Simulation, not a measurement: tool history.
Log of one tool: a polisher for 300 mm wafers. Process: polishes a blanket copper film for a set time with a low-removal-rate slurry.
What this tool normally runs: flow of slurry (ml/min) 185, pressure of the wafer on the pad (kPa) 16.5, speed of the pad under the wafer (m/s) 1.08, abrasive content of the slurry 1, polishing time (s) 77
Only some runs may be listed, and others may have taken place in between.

run    day  flow of slurry (ml/min)  pressure of the wafer on the pad (kPa)  speed of the pad under the wafer (m/s)  abrasive content of the slurry  polishing time (s)  incoming thickness of the incoming film, nm  film removed (nm)
  1  0.000                      185                                    16.5                                    1.08                               1                  77                                       1449.8              172.6
  2  0.596                      185                                    16.5                                    1.08                               1                  77                                       1458.4              173.7
  3  1.175                      185                                    16.5                                    1.08                               1                  77                                       1462.4              171.1
     1.775  -- worn pad replaced by a new one
  4  2.458                      185                                    16.5                                    1.08                               1                  77                                       1498.9              174.2
  5  2.875                      185                                    16.5                                    1.08                               1                  77                                       1453.8              171.8
  6  3.129                      185                                    20.7                                    1.08                               1                  77                                       1454.0              215.5
  7  3.571                      185                                    16.5                                    1.08                               1                  77                                       1483.2              173.9
     4.188  -- slurry blender recalibrated
  8  4.208                      185                                    16.5                                    1.08                               1                  77                                       1461.4              173.2
  9  4.679                      185                                    16.5                                    1.08                               1                  77                                       1444.8              172.9
 10  5.204                      185                                    16.5                                    1.08                               1                  77                                       1458.2              172.0
 11  5.658                      185                                    16.5                                    1.08                               1                  77                                       1461.3              172.2
     5.883  -- worn pad replaced by a new one
 12  6.033                      185                                    16.5                                    0.78                               1                  77                                       1479.8              127.9
 13  6.392                      185                                    16.5                                    1.08                               1                  77                                       1462.0              174.6
 14  6.646                      185                                    16.5                                    0.72                               1                  69                                       1455.9              105.6
 15  7.004                      185                                    16.5                                    0.88                               1                  77                                       1464.8              142.4
     7.050  -- slurry nozzle cleaned
 16  7.283                      185                                    16.5                                    1.08                               1                  77                                       1492.0              176.5
 17  7.833                      185                                    16.5                                    0.72                               1                 100                                       1472.4              149.4
 18  8.300                      250                                    13.1                                    1.22                               1                  77                                       1470.2              160.5

Expected results for the next run?
 19  8.896                      215                                    13.8                                    1.08                               1                  57                                       1465.0                  ?

Run 19 gave film removed (nm) 107.0.
On a tool with no hidden condition, and with the same random variation, this run would have come out at film removed (nm) 110.3.
